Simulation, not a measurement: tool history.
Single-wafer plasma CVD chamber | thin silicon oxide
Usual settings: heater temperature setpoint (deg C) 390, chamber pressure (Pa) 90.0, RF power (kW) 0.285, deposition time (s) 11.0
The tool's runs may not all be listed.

run    hour  heater temperature setpoint (deg C)  chamber pressure (Pa)  RF power (kW)  deposition time (s)  wafers since the last listed run  hours since the last thermocouple change  hours since the last RF generator calibration  hours since the last manometer calibration  hours since the showerhead was replaced  hours since the gauge calibration  read-back reference wafer on the same gauge, thickness_nm  mean film thickness on the monitor wafer (nm)
  1     0.0                                  390                   90.0          0.285                 11.0                                 0                                    1389.2                                          822.1                                      2629.0                                   4970.5                             1254.9                                                     15.702                                         17.483
  2    33.4                                  390                   90.0          0.285                 11.0                               539                                    1422.6                                          855.5                                      2662.4                                   5003.9                             1288.3                                                     15.693                                         17.476
  3    67.2                                  379                   90.0          0.285                 11.0                               546                                    1456.4                                          889.3                                      2696.2                                   5037.7                             1322.1                                                     15.683                                         17.666
      205.1  -- showerhead replaced
      206.7  -- gauge calibrated
      216.0  -- capacitance manometer re-zeroed and calibrated
      256.8  -- thermocouple changed; heater temperature recalibrated
  4   259.6                                  379                   90.0          0.285                 11.0                              2721                                       2.8                                         1081.7                                        43.6                                     54.5                               52.9                                                     15.695                                         16.883
  5   326.1                                  379                   90.0          0.285                 11.0                              1074                                      69.3                                         1148.2                                       110.1                                    121.0                              119.4                                                     15.674                                         16.759
  6   352.4                                  390                   90.0          0.285                 11.0                               425                                      95.6                                         1174.5                                       136.4                                    147.3                              145.7                                                     15.700                                         16.697
  7   416.5                                  390                   90.0          0.285                 11.0                              1035                                     159.7                                         1238.6                                       200.5                                    211.4                              209.8                                                     15.712                                         16.528
  8   443.9                                  390                   90.0          0.285                 11.0                               442                                     187.1                                         1266.0                                       227.9                                    238.8                              237.2                                                     15.694                                         16.612
  9   474.5                                  379                   90.0          0.285                 11.0                               494                                     217.7                                         1296.6                                       258.5                                    269.4                              267.8                                                     15.712                                         16.773
 10   537.8                                  376                   90.0          0.285                 11.0                              1022                                     281.0                                         1359.9                                       321.8                                    332.7                              331.1                                                     15.698                                         16.897
      554.0  -- RF generator calibrated
 11   577.0                                  390                   90.0          0.285                 11.0                               504                                     320.2                                           23.0                                       361.0                                    371.9                              370.3                                                     15.684                                         16.901
 12   643.1                                  390                   90.0          0.330                  9.6                              1068                                     386.3                                           89.1                                       427.1                                    438.0                              436.4                                                     15.668                                         15.541
 13   692.6                                  390                   90.0          0.285                 11.0                               799                                     435.8                                          138.6                                       476.6                                    487.5                              485.9                                                     15.723                                         16.817
 14   729.4                                  400                   90.0          0.285                 10.4                               594                                     472.6                                          175.4                                       513.4                                    524.3                              522.7                                                     15.709                                         15.684
 15   766.8                                  381                   90.0          0.260                 11.0                               604                                     510.0                                          212.8                                       550.8                                    561.7                              560.1                                                     15.711                                         16.230
 16   801.2                                  380                   90.0          0.285                 11.0                               555                                     544.4                                          247.2                                       585.2                                    596.1                              594.5                                                     15.708                                         16.981
 17   845.8                                  382                   90.0          0.245                 11.0                               720                                     589.0                                          291.8                                       629.8                                    640.7                              639.1                                                     15.704                                         15.617
 18   892.5                                  390                   99.1          0.270                 13.2                               754                                     635.7                                          338.5                                       676.5                                    687.4                              685.8                                                     15.715                                         21.242
 19   959.2                                  383                   90.0          0.335                 13.1                              1077                                     702.4                                          405.2                                       743.2                                    754.1                              752.5                                                     15.687                                         21.638
 20   989.9                                  390                   90.0          0.285                  9.2                               496                                     733.1                                          435.9                                       773.9                                    784.8                              783.2                                                     15.707                                         14.041
 21  1015.0                                  390                   90.0          0.285                 11.0                               405                                     758.2                                          461.0                                       799.0                                    809.9                              808.3                                                     15.725                                         16.937
 22  1051.7                                  398                   90.0          0.285                 11.0                               593                                     794.9                                          497.7                                       835.7                                    846.6                              845.0                                                     15.721                                         16.770
 23  1100.2                                  383                   90.0          0.335                 11.0                               783                                     843.4                                          546.2                                       884.2                                    895.1                              893.5                                                     15.732                                         18.257
 24  1272.1                                  376                   90.0          0.285                 10.1                              2777                                    1015.3                                          718.1                                      1056.1                                   1067.0                             1065.4                                                     15.685                                         15.728
     1387.6  -- gauge calibrated
 25  1460.9                                  390                   67.5          0.285                 11.0                              3051                                    1204.1                                          906.9                                      1244.9                                   1255.8                               73.3                                                     15.699                                         13.699
 26  1525.5                                  390                   90.0          0.255                 11.0                              1043                                    1268.7                                          971.5                                      1309.5                                   1320.4                              137.9                                                     15.700                                         16.227
 27  1627.7                                  390                   97.7          0.240                 10.4                              1651                                    1370.9                                         1073.7                                      1411.7                                   1422.6                              240.1                                                     15.693                                         15.792
 28  1730.7                                  401                   90.0          0.285                 11.0                              1664                                    1473.9                                         1176.7                                      1514.7                                   1525.6                              343.1                                                     15.692                                         17.013
 29  1796.9                                  390                   90.0          0.285                 11.0                              1069                                    1540.1                                         1242.9                                      1580.9                                   1591.8                              409.3                                                     15.701                                         17.010

3 ways to go on from here, each from the tool as it stands after run 29. What would each give?
  A  1797.3                                  390                   90.0          0.300                 11.0                                 6                                    1540.5                                         1243.3                                      1581.3                                   1592.2                              409.7                                                          ?                                              ?
  B  1797.3                                  382                   80.0          0.285                  9.3                                 6                                    1540.5                                         1243.3                                      1581.3                                   1592.2                              409.7                                                          ?                                              ?
  C  1797.3                                  399                  109.7          0.285                 10.1                                 6                                    1540.5                                         1243.3                                      1581.3                                   1592.2                              409.7                                                          ?                                              ?

run  read-back reference wafer on the same gauge, thickness_nm  mean film thickness on the monitor wafer (nm)
  A                                                     15.692                                         17.624
  B                                                     15.692                                         13.359
  C                                                     15.692                                         18.223
Without the tool's hidden state the same runs would have given:
run  mean film thickness on the monitor wafer (nm)
  A                                         17.115
  B                                         12.963
  C                                         17.745
